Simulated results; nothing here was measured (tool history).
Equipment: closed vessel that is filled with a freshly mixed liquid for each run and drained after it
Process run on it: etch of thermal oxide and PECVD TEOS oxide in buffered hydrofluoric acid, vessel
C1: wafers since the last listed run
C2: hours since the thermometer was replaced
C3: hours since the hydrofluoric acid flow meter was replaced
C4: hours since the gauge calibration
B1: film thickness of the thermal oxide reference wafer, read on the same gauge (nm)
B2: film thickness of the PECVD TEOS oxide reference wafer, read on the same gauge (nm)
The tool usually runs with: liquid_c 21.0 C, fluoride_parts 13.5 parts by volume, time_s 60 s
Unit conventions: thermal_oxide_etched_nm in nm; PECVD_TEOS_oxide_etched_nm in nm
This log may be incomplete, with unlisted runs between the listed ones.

{"run": 1, "hour": 0.0, "liquid_c": 21.0, "fluoride_parts": 13.5, "time_s": 60, "C1": 0, "C2": 295.9, "C3": 179.0, "C4": 1097.0, "B1": 150.01, "B2": 90.01, "thermal_oxide_etched_nm": 40.79, "PECVD_TEOS_oxide_etched_nm": 51.59}
{"run": 2, "hour": 37.6, "liquid_c": 21.0, "fluoride_parts": 13.5, "time_s": 60, "C1": 4669, "C2": 333.5, "C3": 216.6, "C4": 1134.6, "B1": 149.98, "B2": 90.02, "thermal_oxide_etched_nm": 40.98, "PECVD_TEOS_oxide_etched_nm": 51.26}
{"run": 3, "hour": 99.4, "liquid_c": 21.0, "fluoride_parts": 13.5, "time_s": 60, "C1": 7675, "C2": 395.3, "C3": 278.4, "C4": 1196.4, "B1": 150.01, "B2": 90.01, "thermal_oxide_etched_nm": 40.37, "PECVD_TEOS_oxide_etched_nm": 51.08}
{"run": 4, "hour": 129.4, "liquid_c": 21.0, "fluoride_parts": 13.5, "time_s": 60, "C1": 3725, "C2": 425.3, "C3": 308.4, "C4": 1226.4, "B1": 150.01, "B2": 90.0, "thermal_oxide_etched_nm": 39.76, "PECVD_TEOS_oxide_etched_nm": 50.72}
{"run": 5, "hour": 173.0, "liquid_c": 21.0, "fluoride_parts": 13.5, "time_s": 60, "C1": 5415, "C2": 468.9, "C3": 352.0, "C4": 1270.0, "B1": 150.01, "B2": 90.01, "thermal_oxide_etched_nm": 39.38, "PECVD_TEOS_oxide_etched_nm": 49.72}
{"run": 6, "hour": 213.6, "liquid_c": 21.0, "fluoride_parts": 13.5, "time_s": 60, "C1": 5042, "C2": 509.5, "C3": 392.6, "C4": 1310.6, "B1": 149.98, "B2": 89.96, "thermal_oxide_etched_nm": 38.93, "PECVD_TEOS_oxide_etched_nm": 49.42}
{"run": 7, "hour": 277.0, "liquid_c": 21.0, "fluoride_parts": 13.5, "time_s": 60, "C1": 7874, "C2": 572.9, "C3": 456.0, "C4": 1374.0, "B1": 150.0, "B2": 89.98, "thermal_oxide_etched_nm": 38.77, "PECVD_TEOS_oxide_etched_nm": 48.86}
{"hour": 319.3, "done": "thermometer replaced"}
{"run": 8, "hour": 343.3, "liquid_c": 21.0, "fluoride_parts": 13.5, "time_s": 60, "C1": 8110, "C2": 24.0, "C3": 522.3, "C4": 1440.3, "B1": 150.01, "B2": 90.0, "thermal_oxide_etched_nm": 41.14, "PECVD_TEOS_oxide_etched_nm": 51.81}
{"run": 9, "hour": 410.0, "liquid_c": 21.0, "fluoride_parts": 13.5, "time_s": 60, "C1": 8284, "C2": 90.7, "C3": 589.0, "C4": 1507.0, "B1": 150.01, "B2": 89.96, "thermal_oxide_etched_nm": 40.95, "PECVD_TEOS_oxide_etched_nm": 51.07}
{"run": 10, "hour": 467.3, "liquid_c": 21.0, "fluoride_parts": 13.5, "time_s": 60, "C1": 7116, "C2": 148.0, "C3": 646.3, "C4": 1564.3, "B1": 150.0, "B2": 90.0, "thermal_oxide_etched_nm": 40.85, "PECVD_TEOS_oxide_etched_nm": 50.83}
{"hour": 483.2, "done": "gauge calibrated"}
{"run": 11, "hour": 507.2, "liquid_c": 21.0, "fluoride_parts": 13.5, "time_s": 60, "C1": 4955, "C2": 187.9, "C3": 686.2, "C4": 24.0, "B1": 150.01, "B2": 90.01, "thermal_oxide_etched_nm": 39.55, "PECVD_TEOS_oxide_etched_nm": 50.86}
{"run": 12, "hour": 564.1, "liquid_c": 17.0, "fluoride_parts": 9.0, "time_s": 80, "C1": 7066, "C2": 244.8, "C3": 743.1, "C4": 80.9, "B1": 150.0, "B2": 90.05, "thermal_oxide_etched_nm": 61.72, "PECVD_TEOS_oxide_etched_nm": 77.37}
{"hour": 567.1, "done": "hydrofluoric acid flow meter replaced"}
{"run": 13, "hour": 605.8, "liquid_c": 17.0, "fluoride_parts": 13.5, "time_s": 60, "C1": 5054, "C2": 286.5, "C3": 38.7, "C4": 122.6, "B1": 149.99, "B2": 90.01, "thermal_oxide_etched_nm": 32.96, "PECVD_TEOS_oxide_etched_nm": 41.52}
{"run": 14, "hour": 652.6, "liquid_c": 23.5, "fluoride_parts": 16.0, "time_s": 70, "C1": 5812, "C2": 333.3, "C3": 85.5, "C4": 169.4, "B1": 150.0, "B2": 90.04, "thermal_oxide_etched_nm": 45.99, "PECVD_TEOS_oxide_etched_nm": 58.32}
{"run": 15, "hour": 718.0, "liquid_c": 21.0, "fluoride_parts": 13.5, "time_s": 60, "C1": 8122, "C2": 398.7, "C3": 150.9, "C4": 234.8, "B1": 150.0, "B2": 90.02, "thermal_oxide_etched_nm": 41.01, "PECVD_TEOS_oxide_etched_nm": 51.12}
{"run": 16, "hour": 766.0, "liquid_c": 17.0, "fluoride_parts": 9.0, "time_s": 80, "C1": 5961, "C2": 446.7, "C3": 198.9, "C4": 282.8, "B1": 150.0, "B2": 90.0, "thermal_oxide_etched_nm": 61.3, "PECVD_TEOS_oxide_etched_nm": 77.53}
{"run": 17, "hour": 857.5, "liquid_c": 24.5, "fluoride_parts": 18.0, "time_s": 30, "C1": 11364, "C2": 538.2, "C3": 290.4, "C4": 374.3, "B1": 150.01, "B2": 90.0, "thermal_oxide_etched_nm": 18.09, "PECVD_TEOS_oxide_etched_nm": 22.89}

What will run 18 give?
{"run": 18, "hour": 900.3, "liquid_c": 21.0, "fluoride_parts": 17.5, "time_s": 75, "C1": 5315, "C2": 581.0, "C3": 333.2, "C4": 417.1, "B1": "?", "B2": "?", "thermal_oxide_etched_nm": "?", "PECVD_TEOS_oxide_etched_nm": "?"}

Run 18 came out at B1 149.99, B2 90.01, thermal_oxide_etched_nm 38.30 nm, PECVD_TEOS_oxide_etched_nm 47.76 nm.
Had the tool carried no hidden state, the very same run would have given thermal_oxide_etched_nm 41.54 nm, PECVD_TEOS_oxide_etched_nm 51.80 nm.

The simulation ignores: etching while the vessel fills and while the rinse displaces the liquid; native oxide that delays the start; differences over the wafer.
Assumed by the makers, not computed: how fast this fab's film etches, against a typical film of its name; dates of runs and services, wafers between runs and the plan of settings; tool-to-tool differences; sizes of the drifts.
